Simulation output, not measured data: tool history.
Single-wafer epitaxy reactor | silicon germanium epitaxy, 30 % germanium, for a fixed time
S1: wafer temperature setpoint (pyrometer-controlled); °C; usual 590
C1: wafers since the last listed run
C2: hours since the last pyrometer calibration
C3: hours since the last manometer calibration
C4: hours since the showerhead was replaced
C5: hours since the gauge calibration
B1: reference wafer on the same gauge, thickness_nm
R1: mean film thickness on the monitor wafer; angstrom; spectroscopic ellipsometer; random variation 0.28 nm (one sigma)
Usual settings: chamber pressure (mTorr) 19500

{"run": 1, "hour": 0.0, "S1": 590, "chamber pressure (mTorr)": 19500, "C1": 0, "C2": 1983.5, "C3": 1667.7, "C4": 3594.3, "C5": 427.1, "B1": 61.842, "R1": 472.75}
{"run": 2, "hour": 13.9, "S1": 590, "chamber pressure (mTorr)": 19500, "C1": 282, "C2": 1997.4, "C3": 1681.6, "C4": 3608.2, "C5": 441.0, "B1": 62.096, "R1": 466.55}
{"hour": 26.3, "done": "gauge calibrated"}
{"run": 3, "hour": 30.2, "S1": 590, "chamber pressure (mTorr)": 22900, "C1": 331, "C2": 2013.7, "C3": 1697.9, "C4": 3624.5, "C5": 3.9, "B1": 62.016, "R1": 488.35}
{"run": 4, "hour": 38.7, "S1": 590, "chamber pressure (mTorr)": 22900, "C1": 172, "C2": 2022.2, "C3": 1706.4, "C4": 3633.0, "C5": 12.4, "B1": 61.897, "R1": 487.71}
{"run": 5, "hour": 52.0, "S1": 581, "chamber pressure (mTorr)": 19500, "C1": 270, "C2": 2035.5, "C3": 1719.7, "C4": 3646.3, "C5": 25.7, "B1": 62.098, "R1": 402.25}
{"run": 6, "hour": 67.4, "S1": 581, "chamber pressure (mTorr)": 19500, "C1": 313, "C2": 2050.9, "C3": 1735.1, "C4": 3661.7, "C5": 41.1, "B1": 62.217, "R1": 401.71}
{"run": 7, "hour": 77.6, "S1": 590, "chamber pressure (mTorr)": 22700, "C1": 207, "C2": 2061.1, "C3": 1745.3, "C4": 3671.9, "C5": 51.3, "B1": 61.935, "R1": 486.97}
{"run": 8, "hour": 89.8, "S1": 590, "chamber pressure (mTorr)": 19500, "C1": 248, "C2": 2073.3, "C3": 1757.5, "C4": 3684.1, "C5": 63.5, "B1": 62.055, "R1": 462.51}
{"run": 9, "hour": 97.3, "S1": 590, "chamber pressure (mTorr)": 19500, "C1": 152, "C2": 2080.8, "C3": 1765.0, "C4": 3691.6, "C5": 71.0, "B1": 61.941, "R1": 467.48}
{"run": 10, "hour": 112.2, "S1": 590, "chamber pressure (mTorr)": 19500, "C1": 303, "C2": 2095.7, "C3": 1779.9, "C4": 3706.5, "C5": 85.9, "B1": 62.013, "R1": 474.55}
{"run": 11, "hour": 129.7, "S1": 601, "chamber pressure (mTorr)": 19500, "C1": 356, "C2": 2113.2, "C3": 1797.4, "C4": 3724.0, "C5": 103.4, "B1": 62.096, "R1": 563.36}
{"run": 12, "hour": 138.4, "S1": 580, "chamber pressure (mTorr)": 17800, "C1": 177, "C2": 2121.9, "C3": 1806.1, "C4": 3732.7, "C5": 112.1, "B1": 61.917, "R1": 387.65}
{"run": 13, "hour": 146.9, "S1": 584, "chamber pressure (mTorr)": 22100, "C1": 172, "C2": 2130.4, "C3": 1814.6, "C4": 3741.2, "C5": 120.6, "B1": 62.036, "R1": 436.52}
{"hour": 166.1, "done": "showerhead replaced"}
{"run": 14, "hour": 166.6, "S1": 604, "chamber pressure (mTorr)": 22600, "C1": 238, "C2": 2150.1, "C3": 1834.3, "C4": 0.5, "C5": 140.3, "B1": 61.936, "R1": 613.3}
{"run": 15, "hour": 168.3, "S1": 603, "chamber pressure (mTorr)": 23100, "C1": 34, "C2": 2151.8, "C3": 1836.0, "C4": 2.2, "C5": 142.0, "B1": 62.034, "R1": 606.65}
{"run": 16, "hour": 185.0, "S1": 604, "chamber pressure (mTorr)": 20900, "C1": 339, "C2": 2168.5, "C3": 1852.7, "C4": 18.9, "C5": 158.7, "B1": 62.011, "R1": 597.43}
{"run": 17, "hour": 196.7, "S1": 601, "chamber pressure (mTorr)": 17000, "C1": 238, "C2": 2180.2, "C3": 1864.4, "C4": 30.6, "C5": 170.4, "B1": 62.06, "R1": 540.05}
{"hour": 214.4, "done": "capacitance manometer re-zeroed and calibrated"}
{"run": 18, "hour": 214.9, "S1": 584, "chamber pressure (mTorr)": 22100, "C1": 207, "C2": 2198.4, "C3": 0.5, "C4": 48.8, "C5": 188.6, "B1": 61.917, "R1": 432.14}
{"run": 19, "hour": 227.6, "S1": 590, "chamber pressure (mTorr)": 19500, "C1": 258, "C2": 2211.1, "C3": 13.2, "C4": 61.5, "C5": 201.3, "B1": 61.877, "R1": 465.06}
{"hour": 240.5, "done": "pyrometer calibrated"}
{"run": 20, "hour": 241.0, "S1": 586, "chamber pressure (mTorr)": 19500, "C1": 109, "C2": 0.5, "C3": 26.6, "C4": 74.9, "C5": 214.7, "B1": 62.131, "R1": 488.51}
{"run": 21, "hour": 285.9, "S1": 582, "chamber pressure (mTorr)": 19500, "C1": 913, "C2": 45.4, "C3": 71.5, "C4": 119.8, "C5": 259.6, "B1": 62.075, "R1": 448.55}
{"run": 22, "hour": 302.5, "S1": 596, "chamber pressure (mTorr)": 16600, "C1": 337, "C2": 62.0, "C3": 88.1, "C4": 136.4, "C5": 276.2, "B1": 62.034, "R1": 550.99}
{"run": 23, "hour": 314.2, "S1": 590, "chamber pressure (mTorr)": 19500, "C1": 238, "C2": 73.7, "C3": 99.8, "C4": 148.1, "C5": 287.9, "B1": 61.897, "R1": 518.1}
{"run": 24, "hour": 329.0, "S1": 578, "chamber pressure (mTorr)": 17000, "C1": 301, "C2": 88.5, "C3": 114.6, "C4": 162.9, "C5": 302.7, "B1": 62.05, "R1": 416.19}
{"run": 25, "hour": 336.1, "S1": 596, "chamber pressure (mTorr)": 18200, "C1": 144, "C2": 95.6, "C3": 121.7, "C4": 170.0, "C5": 309.8, "B1": 62.151, "R1": 558.35}
{"run": 26, "hour": 344.8, "S1": 581, "chamber pressure (mTorr)": 19500, "C1": 177, "C2": 104.3, "C3": 130.4, "C4": 178.7, "C5": 318.5, "B1": 61.859, "R1": 447.28}
{"run": 27, "hour": 359.1, "S1": 575, "chamber pressure (mTorr)": 23800, "C1": 291, "C2": 118.6, "C3": 144.7, "C4": 193.0, "C5": 332.8, "B1": 61.841, "R1": 422.37}

Run 28 comes next. What will it give?
{"run": 28, "hour": 370.5, "S1": 590, "chamber pressure (mTorr)": 19500, "C1": 231, "C2": 130.0, "C3": 156.1, "C4": 204.4, "C5": 344.2, "B1": "?", "R1": "?"}

{"run 28": {"B1": 61.965, "R1": 522.63}}
Without the tool's hidden state the same run would have given R1 530.50 angstrom.
